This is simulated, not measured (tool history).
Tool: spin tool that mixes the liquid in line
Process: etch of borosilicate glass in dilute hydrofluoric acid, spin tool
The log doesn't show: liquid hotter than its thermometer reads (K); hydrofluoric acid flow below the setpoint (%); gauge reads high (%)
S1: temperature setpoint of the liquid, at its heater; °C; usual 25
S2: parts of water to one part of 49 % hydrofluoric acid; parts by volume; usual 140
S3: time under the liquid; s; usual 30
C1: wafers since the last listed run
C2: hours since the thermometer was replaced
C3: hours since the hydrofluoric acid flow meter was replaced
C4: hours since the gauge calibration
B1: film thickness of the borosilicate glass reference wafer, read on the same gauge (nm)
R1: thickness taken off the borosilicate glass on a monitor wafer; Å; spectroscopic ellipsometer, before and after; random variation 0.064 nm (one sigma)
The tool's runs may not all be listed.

Run 1, hour 0: usual settings but S1 21 °C, S3 45 s; C1 0; C2 602.9; C3 1756.9; C4 236.2; B1 120.02. Result: R1 105 Å.
Run 2, hour 22.6: usual settings but S1 21 °C, S3 45 s; C1 377; C2 625.5; C3 1779.5; C4 258.8; B1 120.03. Result: R1 105.5 Å.
Run 3, hour 48.2: usual settings but S1 21 °C, S3 45 s; C1 427; C2 651.1; C3 1805.1; C4 284.4; B1 120. Result: R1 105.2 Å.
Run 4, hour 63.3: usual settings; C1 251; C2 666.2; C3 1820.2; C4 299.5; B1 119.99. Result: R1 83 Å.
Run 5, hour 83.7: usual settings; C1 340; C2 686.6; C3 1840.6; C4 319.9; B1 120.02. Result: R1 82.5 Å.
Run 6, hour 109.4: usual settings; C1 428; C2 712.3; C3 1866.3; C4 345.6; B1 120.03. Result: R1 82.5 Å.
At hour 131.3: gauge calibrated.
Run 7, hour 142.1: usual settings but S2 180 parts by volume, S3 40 s; C1 545; C2 745; C3 1899; C4 10.8; B1 119.96. Result: R1 81.7 Å.
Run 8, hour 177.4: usual settings; C1 589; C2 780.3; C3 1934.3; C4 46.1; B1 119.98. Result: R1 81.7 Å.
Run 9, hour 210.1: usual settings but S1 29.5 °C; C1 545; C2 813; C3 1967; C4 78.8; B1 120.02. Result: R1 100.1 Å.
Run 10, hour 233.7: usual settings but S1 20.5 °C, S2 175 parts by volume; C1 393; C2 836.6; C3 1990.6; C4 102.4; B1 120.05. Result: R1 53.8 Å.
Run 11, hour 256.5: usual settings; C1 380; C2 859.4; C3 2013.4; C4 125.2; B1 120. Result: R1 83.8 Å.
At hour 266: thermometer replaced.
At hour 270.3: hydrofluoric acid flow meter replaced.
Run 12, hour 284: usual settings but S1 29 °C, S2 90 parts by volume, S3 45 s; C1 425; C2 18; C3 13.7; C4 152.7; B1 120.01. Result: R1 217.4 Å.
Run 13, hour 318.1: usual settings but S1 27.5 °C; C1 568; C2 52.1; C3 47.8; C4 186.8; B1 119.96. Result: R1 82.4 Å.
Run 14, hour 332.3: usual settings; C1 236; C2 66.3; C3 62; C4 201; B1 120. Result: R1 76.1 Å.
Run 15, hour 356.4: usual settings but S1 22 °C, S2 205 parts by volume; C1 402; C2 90.4; C3 86.1; C4 225.1; B1 119.97. Result: R1 42.3 Å.
Run 16, hour 372.9: usual settings but S2 90 parts by volume; C1 275; C2 106.9; C3 102.6; C4 241.6; B1 120.01. Result: R1 122.8 Å.

4 ways to go on from here, each from the tool as it stands after run 16. What would each give?
Run A, hour 373.3: usual settings; C1 6; C2 107.3; C3 103; C4 242; B1 ?. Result: R1 ?.
Run B, hour 373.3: usual settings but S2 185 parts by volume; C1 6; C2 107.3; C3 103; C4 242; B1 ?. Result: R1 ?.
Run C, hour 373.3: usual settings but S1 22 °C, S2 120 parts by volume; C1 6; C2 107.3; C3 103; C4 242; B1 ?. Result: R1 ?.
Run D, hour 373.3: usual settings but S1 21 °C, S2 105 parts by volume, S3 45 s; C1 6; C2 107.3; C3 103; C4 242; B1 ?. Result: R1 ?.

run      B1     R1
  A  119.98   75.3
  B  119.98   54.1
  C  119.98     80
  D  119.98  134.1
Without the tool's hidden state the same runs would have given:
run     R1
  A   74.1
  B   53.2
  C   78.7
  D  131.8
